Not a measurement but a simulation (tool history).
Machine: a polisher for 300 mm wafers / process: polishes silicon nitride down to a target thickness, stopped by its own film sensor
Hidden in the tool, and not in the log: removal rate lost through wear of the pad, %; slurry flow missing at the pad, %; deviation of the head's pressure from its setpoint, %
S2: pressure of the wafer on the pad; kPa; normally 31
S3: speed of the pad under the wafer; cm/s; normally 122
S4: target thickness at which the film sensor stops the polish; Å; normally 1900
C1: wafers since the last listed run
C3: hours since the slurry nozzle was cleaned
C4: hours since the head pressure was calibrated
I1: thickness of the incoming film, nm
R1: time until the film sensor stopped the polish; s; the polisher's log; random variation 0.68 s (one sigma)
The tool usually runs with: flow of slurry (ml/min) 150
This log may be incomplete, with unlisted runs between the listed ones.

Run 1, hour 0: usual settings; C1 0; wafers polished on this pad 787; C3 56.6; C4 36.9; I1 419.8. Result: R1 79.8 s.
Run 2, hour 40.7: usual settings; C1 446; wafers polished on this pad 1234; C3 97.3; C4 77.6; I1 420.7. Result: R1 82.5 s.
At hour 60.7: worn pad replaced by a new one.
Run 3, hour 85.1: usual settings; C1 443; wafers polished on this pad 267; C3 141.7; C4 122; I1 422.4. Result: R1 83.3 s.
At hour 151.9: slurry nozzle cleaned.
Run 4, hour 153.9: usual settings; C1 744; wafers polished on this pad 1011; C3 2; C4 190.8; I1 416.9. Result: R1 75.9 s.
Run 5, hour 183.5: usual settings; C1 324; wafers polished on this pad 1336; C3 31.6; C4 220.4; I1 417.1. Result: R1 77.4 s.
At hour 199.3: worn pad replaced by a new one.
Run 6, hour 251.7: usual settings; C1 704; wafers polished on this pad 575; C3 99.8; C4 288.6; I1 420.4. Result: R1 79.6 s.
At hour 324.9: worn pad replaced by a new one.
Run 7, hour 325.4: usual settings but S3 140 cm/s; C1 764; wafers polished on this pad 5; C3 173.5; C4 362.3; I1 413.4. Result: R1 69.5 s.
Run 8, hour 358.7: usual settings but S2 37.9 kPa; C1 365; wafers polished on this pad 370; C3 206.8; C4 395.6; I1 423.3. Result: R1 66.3 s.
Run 9, hour 396.1: usual settings but S4 2210 Å; C1 410; wafers polished on this pad 781; C3 244.2; C4 433; I1 426.1. Result: R1 70.6 s.
At hour 400.8: slurry nozzle cleaned.
At hour 465.2: worn pad replaced by a new one.
Run 10, hour 465.7: usual settings; C1 708; wafers polished on this pad 5; C3 64.9; C4 502.6; I1 423. Result: R1 76.9 s.
At hour 507.9: head pressure recalibrated.
Run 11, hour 530.4: usual settings but S3 162 cm/s; C1 688; wafers polished on this pad 693; C3 129.6; C4 22.5; I1 421.3. Result: R1 67.7 s.
At hour 593.2: worn pad replaced by a new one.
Run 12, hour 598.8: usual settings; C1 706; wafers polished on this pad 61; C3 198; C4 90.9; I1 422.4. Result: R1 87.3 s.
At hour 615.7: slurry nozzle cleaned.
Run 13, hour 639.4: usual settings but S2 27.6 kPa, S4 2110 Å; C1 434; wafers polished on this pad 495; C3 23.7; C4 131.5; I1 420.1. Result: R1 82.3 s.
Run 14, hour 691.8: usual settings but S3 134 cm/s, S4 1630 Å; C1 575; wafers polished on this pad 1070; C3 76.1; C4 183.9; I1 421.4. Result: R1 85 s.
Run 15, hour 730.9: usual settings but S3 162 cm/s; C1 429; wafers polished on this pad 1499; C3 115.2; C4 223; I1 420.7. Result: R1 66.8 s.

Branching from run 15: 5 alternative next runs. What would each branch give?
Run A, hour 731.3: usual settings; C1 4; wafers polished on this pad 1504; C3 115.6; C4 223.4; I1 419.1. Result: R1 ?.
Run B, hour 731.3: usual settings but flow of slurry (ml/min) 110, S4 1320 Å; C1 4; wafers polished on this pad 1504; C3 115.6; C4 223.4; I1 419.1. Result: R1 ?.
Run C, hour 731.3: usual settings but S3 148 cm/s, S4 2210 Å; C1 4; wafers polished on this pad 1504; C3 115.6; C4 223.4; I1 419.1. Result: R1 ?.
Run D, hour 731.3: usual settings but S2 28.3 kPa, S4 1390 Å; C1 4; wafers polished on this pad 1504; C3 115.6; C4 223.4; I1 419.1. Result: R1 ?.
Run E, hour 731.3: usual settings but flow of slurry (ml/min) 175, S4 1280 Å; C1 4; wafers polished on this pad 1504; C3 115.6; C4 223.4; I1 419.1. Result: R1 ?.

run     R1
  A   82.2
  B  112.3
  C   61.2
  D  110.3
  E  100.9
Without the tool's hidden state the same runs would have given:
run     R1
  A   76.3
  B  101.8
  C   56.7
  D  102.4
  E   94.5
